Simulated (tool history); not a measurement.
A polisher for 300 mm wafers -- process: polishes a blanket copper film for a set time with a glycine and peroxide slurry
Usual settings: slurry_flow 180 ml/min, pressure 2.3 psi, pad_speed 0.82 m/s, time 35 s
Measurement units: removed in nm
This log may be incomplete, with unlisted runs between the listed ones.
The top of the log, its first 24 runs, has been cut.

run    hour  slurry_flow  pressure  pad_speed  time  wafers since the last listed run  wafers polished on this pad  hours since the slurry nozzle was cleaned  hours since the head pressure was calibrated  incoming thickness of the incoming film, nm  removed
 25     709          180       2.3       0.82    35                               249                          310                                      402.7                                          70.2                                       1667.4    165.1
 26   741.9          135       2.3       0.66    35                               283                          593                                      435.6                                         103.1                                       1648.5    134.2
 27   775.6          180       2.3       0.82    35                               290                          883                                      469.3                                         136.8                                       1655.3    166.8
 28   801.8          120       2.3       0.92    40                               225                         1109                                      495.5                                           163                                       1667.2    196.4
 29   825.5          180       2.3       0.82    35                               204                         1313                                      519.2                                         186.7                                         1653    166.6
 30   898.3          215       1.9       1.06    24                               626                         1940                                        592                                         259.5                                       1653.8    124.6
 31   931.9          120       1.5       0.82    35                               289                         2229                                      625.6                                         293.1                                         1662    123.6
        938  -- worn pad replaced by a new one
 32   963.7          180       2.3       0.82    35                               239                          221                                      657.4                                         324.9                                       1625.5    161.6
 33   998.4          130       1.8        0.9    46                               298                          520                                      692.1                                         359.6                                       1659.1    186.3
       1013  -- slurry nozzle cleaned
 34  1014.5          180       2.6       0.92    35                               130                          650                                        1.5                                         375.7                                       1640.3    196.5
 35  1036.9          180       2.3       0.82    31                               192                          842                                       23.9                                         398.1                                       1619.2    149.7
 36  1069.9          120       2.3       0.82    46                               284                         1127                                       56.9                                         431.1                                         1629    208.6

Here are 5 independent what-if runs from the current tool condition. What would each one return?
  A  1070.3          180       2.3       0.82    35                                 3                         1130                                       57.3                                         431.5                                       1660.5        ?
  B  1070.3          180       1.7       0.62    35                                 3                         1130                                       57.3                                         431.5                                       1660.5        ?
  C  1070.3          135         3       0.68    38                                 3                         1130                                       57.3                                         431.5                                       1660.5        ?
  D  1070.3          180       2.3       0.94    35                                 3                         1130                                       57.3                                         431.5                                       1660.5        ?
  E  1070.3          180       2.3       0.82    39                                 3                         1130                                       57.3                                         431.5                                       1660.5        ?

run  removed
  A    168.5
  B    118.5
  C    178.4
  D    187.3
  E    187.8
Without the tool's unlogged condition, the same runs would have read:
run  removed
  A    169.6
  B    119.3
  C    179.8
  D    188.5
  E      189
